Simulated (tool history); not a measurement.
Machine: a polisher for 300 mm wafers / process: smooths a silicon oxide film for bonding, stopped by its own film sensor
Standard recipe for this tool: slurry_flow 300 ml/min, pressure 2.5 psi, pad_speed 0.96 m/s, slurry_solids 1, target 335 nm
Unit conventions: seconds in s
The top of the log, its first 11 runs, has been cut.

| run | hour | slurry_flow | pressure | pad_speed | slurry_solids | target | wafers since the last listed run | wafers polished on this pad | hours since the slurry nozzle was cleaned | hours since the head pressure was calibrated | hours since the slurry blender was calibrated | incoming thickness of the incoming film, nm | seconds |
|---|---|---|---|---|---|---|---|---|---|---|---|---|---|
|  | 675.2 | worn pad replaced by a new one |
| 12 | 675.9 | 300 | 2.8 | 0.96 | 1 | 335 | 188 | 3 | 137.3 | 61.5 | 91 | 424 | 98.7 |
| 13 | 782 | 265 | 2.5 | 0.96 | 1 | 335 | 546 | 550 | 243.4 | 167.6 | 197.1 | 434 | 120.5 |
| 14 | 866.7 | 265 | 2.5 | 0.96 | 1 | 335 | 436 | 987 | 328.1 | 252.3 | 281.8 | 432.6 | 121.7 |
| 15 | 941.5 | 300 | 2.2 | 0.96 | 0.75 | 335 | 385 | 1372 | 402.9 | 327.1 | 356.6 | 435.3 | 163 |
| 16 | 981.2 | 300 | 2.5 | 0.96 | 1 | 335 | 204 | 1577 | 442.6 | 366.8 | 396.3 | 432.2 | 124.8 |
|  | 1054.3 | slurry nozzle cleaned |
|  | 1054.8 | slurry blender recalibrated |
| 17 | 1055.3 | 300 | 2.5 | 0.96 | 0.9 | 367 | 374 | 1951 | 1 | 440.9 | 0.5 | 428.2 | 73.3 |
|  | 1095.4 | head pressure recalibrated |
| 18 | 1130.3 | 250 | 2.5 | 0.96 | 1 | 335 | 376 | 2327 | 76 | 34.9 | 75.5 | 424.7 | 107.7 |
|  | 1165.6 | worn pad replaced by a new one |
| 19 | 1187.2 | 300 | 2.9 | 0.96 | 1 | 335 | 272 | 111 | 132.9 | 91.8 | 132.4 | 431 | 97.8 |
| 20 | 1229.3 | 300 | 3.1 | 0.84 | 0.9 | 309 | 216 | 328 | 175 | 133.9 | 174.5 | 426.9 | 137.1 |
| 21 | 1314.4 | 235 | 2.5 | 0.96 | 1 | 335 | 438 | 766 | 260.1 | 219 | 259.6 | 427.7 | 119.3 |
| 22 | 1387.2 | 300 | 2.8 | 0.96 | 1.25 | 335 | 375 | 1142 | 332.9 | 291.8 | 332.4 | 428 | 100.5 |
| 23 | 1493.2 | 300 | 2.5 | 0.96 | 1 | 335 | 546 | 1688 | 438.9 | 397.8 | 438.4 | 435.3 | 136.7 |
|  | 1548.6 | slurry blender recalibrated |
| 24 | 1562.1 | 300 | 2.5 | 0.96 | 1 | 335 | 344 | 2033 | 507.8 | 466.7 | 13.5 | 430.5 | 113.9 |
|  | 1563.3 | slurry nozzle cleaned |
|  | 1603.3 | head pressure recalibrated |
| 25 | 1643.5 | 300 | 2.5 | 0.96 | 1.15 | 335 | 404 | 2437 | 80.2 | 40.2 | 94.9 | 425.9 | 105 |
|  | 1670.1 | worn pad replaced by a new one |
| 26 | 1736.6 | 300 | 2.5 | 0.96 | 1 | 335 | 459 | 342 | 173.3 | 133.3 | 188 | 425.6 | 115.2 |
| 27 | 1781.3 | 255 | 3.3 | 1.24 | 1 | 307 | 230 | 572 | 218 | 178 | 232.7 | 427 | 95.5 |
| 28 | 1819.7 | 395 | 2.5 | 1.04 | 1 | 335 | 197 | 770 | 256.4 | 216.4 | 271.1 | 424 | 107.2 |
| 29 | 1903.6 | 225 | 3.2 | 0.96 | 1.15 | 365 | 432 | 1203 | 340.3 | 300.3 | 355 | 428.7 | 61.7 |
| 30 | 1996.5 | 300 | 2.1 | 0.7 | 1 | 335 | 478 | 1682 | 433.2 | 393.2 | 447.9 | 433 | 205.3 |
|  | 2002.3 | slurry blender recalibrated |
| 31 | 2055.6 | 365 | 2.8 | 0.96 | 0.9 | 335 | 294 | 1976 | 492.3 | 452.3 | 53.3 | 429.3 | 101.5 |

Each row is a separate what-if for the run after 31, all from the same tool condition, not one after another. Results?
| A | 2056.1 | 300 | 2.5 | 0.96 | 1 | 335 | 2 | 1978 | 492.8 | 452.8 | 53.8 | 433.1 | ? |
| B | 2056.1 | 300 | 2.5 | 0.96 | 1.25 | 304 | 2 | 1978 | 492.8 | 452.8 | 53.8 | 433.1 | ? |
| C | 2056.1 | 300 | 2.5 | 0.64 | 0.75 | 335 | 2 | 1978 | 492.8 | 452.8 | 53.8 | 433.1 | ? |

| run | seconds |
|---|---|
| A | 120 |
| B | 147.3 |
| C | 181.8 |
Without the tool's unlogged condition, the same runs would have read:
| run | seconds |
|---|---|
| A | 117.9 |
| B | 144.9 |
| C | 178.2 |
